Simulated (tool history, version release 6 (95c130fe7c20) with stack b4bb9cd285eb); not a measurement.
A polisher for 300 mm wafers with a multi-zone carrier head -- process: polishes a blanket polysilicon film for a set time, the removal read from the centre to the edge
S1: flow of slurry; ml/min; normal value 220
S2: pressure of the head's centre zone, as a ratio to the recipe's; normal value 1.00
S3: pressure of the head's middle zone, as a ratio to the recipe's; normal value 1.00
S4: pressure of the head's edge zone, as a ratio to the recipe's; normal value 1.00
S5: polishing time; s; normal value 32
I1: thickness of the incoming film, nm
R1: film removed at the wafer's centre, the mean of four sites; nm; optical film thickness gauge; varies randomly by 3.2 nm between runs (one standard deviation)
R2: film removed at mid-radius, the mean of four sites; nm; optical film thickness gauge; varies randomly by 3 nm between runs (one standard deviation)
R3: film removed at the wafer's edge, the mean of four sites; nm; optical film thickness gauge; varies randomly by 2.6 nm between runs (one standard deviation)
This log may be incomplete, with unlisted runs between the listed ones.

run	hour	S1	S2	S3	S4	S5	I1	R1	R2	R3
1	0.0	220	1.00	1.00	1.00	32	926.6	273.6	285.8	277.0
# hour 92.6: worn pad replaced by a new one
2	101.8	220	1.00	1.00	1.00	32	902.5	269.9	289.3	276.9
3	195.9	220	1.00	1.00	1.00	32	906.9	272.8	288.6	280.8
# hour 249.0: edge zone pressure recalibrated
4	249.5	220	1.00	1.00	1.00	32	899.1	267.2	294.0	281.5
5	326.8	220	1.00	1.00	1.00	32	906.2	267.6	289.6	278.8
# hour 334.4: worn pad replaced by a new one
6	387.6	220	1.00	1.00	1.00	32	889.6	267.0	287.2	281.6
7	468.7	220	1.00	1.00	1.00	32	919.3	264.6	289.2	286.3
# hour 485.3: slurry nozzle cleaned
# hour 494.4: carrier head's membrane replaced by a new one
8	534.2	205	1.00	1.00	1.00	32	911.6	262.9	290.9	275.8
# hour 566.2: worn pad replaced by a new one
9	590.2	205	1.00	1.00	1.00	32	915.1	258.9	284.8	277.3
10	648.1	220	1.00	1.00	1.00	32	910.6	260.8	287.4	280.7
11	717.3	220	1.00	0.92	1.00	32	902.9	258.0	270.6	280.3
# hour 740.7: edge zone pressure recalibrated
# hour 774.8: centre zone pressure recalibrated
# hour 826.9: worn pad replaced by a new one
12	927.8	220	1.00	1.00	1.00	32	922.6	320.6	290.4	279.8
13	984.2	290	1.00	1.00	1.03	32	915.1	335.2	297.4	285.6
# hour 995.6: centre zone pressure recalibrated, repeated, since the last time left the tool worse
# hour 1026.8: slurry nozzle cleaned
14	1035.7	220	1.08	0.96	0.96	37	905.2	351.0	323.6	321.4
15	1111.9	220	1.00	1.04	1.00	32	908.9	279.9	302.8	277.3
# hour 1132.7: edge zone pressure recalibrated
# hour 1137.5: worn pad replaced by a new one
16	1193.4	200	1.00	1.00	1.00	32	902.3	276.5	282.9	280.4
17	1280.3	220	1.00	1.00	1.00	32	917.0	276.9	290.2	276.3
18	1351.5	270	1.09	1.00	1.00	32	926.2	315.0	297.1	287.5

Alternative continuations, all from the tool just after run 18; predict every row:
A	1351.9	220	1.00	1.00	1.00	32	902.4	?	?	?
B	1351.9	160	1.04	1.10	1.00	38	902.4	?	?	?
C	1351.9	220	0.90	1.00	1.00	32	902.4	?	?	?

run	R1	R2	R3
A	272.3	285.6	282.7
B	316.5	346.6	322.1
C	244.9	285.7	282.7
With the hidden condition removed and each run's random variation left untouched, the same runs would have given:
run	R1	R2	R3
A	274.4	285.6	282.7
B	318.9	346.5	322.1
C	246.8	285.7	282.7
